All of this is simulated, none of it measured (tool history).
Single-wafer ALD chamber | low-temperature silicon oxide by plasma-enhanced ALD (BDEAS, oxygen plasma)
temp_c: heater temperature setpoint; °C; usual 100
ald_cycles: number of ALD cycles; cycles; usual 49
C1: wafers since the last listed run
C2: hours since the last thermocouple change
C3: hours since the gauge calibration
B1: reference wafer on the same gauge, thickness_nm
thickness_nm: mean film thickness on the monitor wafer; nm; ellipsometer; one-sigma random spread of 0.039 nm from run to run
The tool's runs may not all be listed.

Run 1, hour 0.0: usual settings; C1 0; C2 1113.3; C3 280.9; B1 6.826. Result: thickness_nm 6.521 nm.
Run 2, hour 20.3: usual settings; C1 94; C2 1133.6; C3 301.2; B1 6.843. Result: thickness_nm 6.558 nm.
Run 3, hour 80.1: usual settings; C1 278; C2 1193.4; C3 361.0; B1 6.819. Result: thickness_nm 6.514 nm.
Run 4, hour 102.3: usual settings but ald_cycles 52 cycles; C1 103; C2 1215.6; C3 383.2; B1 6.831. Result: thickness_nm 6.858 nm.
Run 5, hour 122.2: usual settings but ald_cycles 52 cycles; C1 92; C2 1235.5; C3 403.1; B1 6.824. Result: thickness_nm 6.895 nm.
Run 6, hour 138.8: usual settings; C1 77; C2 1252.1; C3 419.7; B1 6.816. Result: thickness_nm 6.542 nm.
Run 7, hour 172.3: usual settings; C1 155; C2 1285.6; C3 453.2; B1 6.815. Result: thickness_nm 6.479 nm.
Run 8, hour 205.1: usual settings; C1 152; C2 1318.4; C3 486.0; B1 6.809. Result: thickness_nm 6.588 nm.
Run 9, hour 232.0: usual settings; C1 125; C2 1345.3; C3 512.9; B1 6.804. Result: thickness_nm 6.558 nm.
Run 10, hour 262.8: usual settings but temp_c 97 °C, ald_cycles 46 cycles; C1 143; C2 1376.1; C3 543.7; B1 6.808. Result: thickness_nm 6.097 nm.
Run 11, hour 294.6: usual settings but temp_c 97 °C, ald_cycles 46 cycles; C1 147; C2 1407.9; C3 575.5; B1 6.811. Result: thickness_nm 6.145 nm.
Run 12, hour 306.7: usual settings but temp_c 85 °C, ald_cycles 58 cycles; C1 56; C2 1420.0; C3 587.6; B1 6.796. Result: thickness_nm 8.167 nm.

Forecast run 13:
At hour 338.2: gauge calibrated.
Run 13, hour 396.5: usual settings; C1 417; C2 1509.8; C3 58.3; B1 ?. Result: thickness_nm ?.

Run 13 gave B1 6.944, thickness_nm 6.609 nm.
Minus the tool's unlogged condition, the same run would have read thickness_nm 6.634 nm.
